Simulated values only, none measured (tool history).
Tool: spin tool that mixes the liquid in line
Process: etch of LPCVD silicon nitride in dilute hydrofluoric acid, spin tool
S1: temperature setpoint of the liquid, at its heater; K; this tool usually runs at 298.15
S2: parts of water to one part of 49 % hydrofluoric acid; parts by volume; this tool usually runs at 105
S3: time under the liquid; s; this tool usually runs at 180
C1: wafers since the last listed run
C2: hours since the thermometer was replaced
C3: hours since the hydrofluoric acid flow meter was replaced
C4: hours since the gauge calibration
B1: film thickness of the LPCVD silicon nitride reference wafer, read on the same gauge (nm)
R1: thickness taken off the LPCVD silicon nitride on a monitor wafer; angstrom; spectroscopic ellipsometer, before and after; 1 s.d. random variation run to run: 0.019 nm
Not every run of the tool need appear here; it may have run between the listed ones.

run,hour,S1,S2,S3,C1,C2,C3,C4,B1,R1
1,0.0,298.15,105,180,0,814.2,621.9,171.0,79.991,9.20
2,6.3,298.15,105,180,41,820.5,628.2,177.3,80.024,9.04
3,23.8,298.15,105,180,115,838.0,645.7,194.8,79.994,9.14
4,33.5,298.15,70,180,64,847.7,655.4,204.5,80.002,13.25
5,41.3,298.15,115,180,51,855.5,663.2,212.3,79.965,8.16
6,59.1,298.15,105,180,117,873.3,681.0,230.1,80.002,9.24
7,72.1,300.15,105,180,86,886.3,694.0,243.1,80.010,10.48
8,78.5,300.15,105,180,42,892.7,700.4,249.5,79.991,10.33
9,87.8,300.15,105,180,61,902.0,709.7,258.8,79.998,10.17
10,104.8,294.65,105,265,112,919.0,726.7,275.8,80.019,10.55
# hour 108.8: thermometer replaced
11,136.8,294.65,105,265,205,28.0,758.7,307.8,80.008,10.94
12,154.5,294.65,105,265,117,45.7,776.4,325.5,80.002,10.71
13,170.2,300.65,70,220,104,61.4,792.1,341.2,79.995,19.08
# hour 178.8: hydrofluoric acid flow meter replaced
14,186.7,298.15,105,180,102,77.9,7.9,357.7,79.989,9.25
15,195.2,298.15,105,90,56,86.4,16.4,366.2,80.029,4.59
16,210.7,298.15,105,70,102,101.9,31.9,381.7,79.999,3.51
# hour 217.5: gauge calibrated
17,227.3,299.65,145,80,109,118.5,48.5,9.8,79.980,3.20
18,241.3,295.65,105,180,92,132.5,62.5,23.8,80.017,7.54
19,255.9,301.15,105,220,96,147.1,77.1,38.4,79.991,13.90
20,268.0,298.15,105,180,80,159.2,89.2,50.5,80.026,9.22
21,277.8,298.15,105,140,64,169.0,99.0,60.3,80.031,6.76
22,284.6,298.15,105,180,45,175.8,105.8,67.1,80.010,9.07
23,301.5,298.15,70,180,111,192.7,122.7,84.0,79.998,13.60
24,313.0,298.15,105,180,76,204.2,134.2,95.5,79.995,8.86
25,320.3,298.15,65,105,48,211.5,141.5,102.8,80.019,8.42

What if the next run were any one of these 5? Each begins from the tool's condition after run 25:
A,320.8,298.15,105,145,3,212.0,142.0,103.3,?,?
B,320.8,295.65,65,260,3,212.0,142.0,103.3,?,?
C,320.8,295.15,90,80,3,212.0,142.0,103.3,?,?
D,320.8,298.15,105,115,3,212.0,142.0,103.3,?,?
E,320.8,298.15,85,180,3,212.0,142.0,103.3,?,?

run,B1,R1
A,80.014,7.37
B,80.014,17.94
C,80.014,3.88
D,80.014,5.84
E,80.014,11.27
Take away the tool's hidden state, keep each run's random variation, and the runs would have read:
run,R1
A,7.37
B,17.94
C,3.88
D,5.84
E,11.27
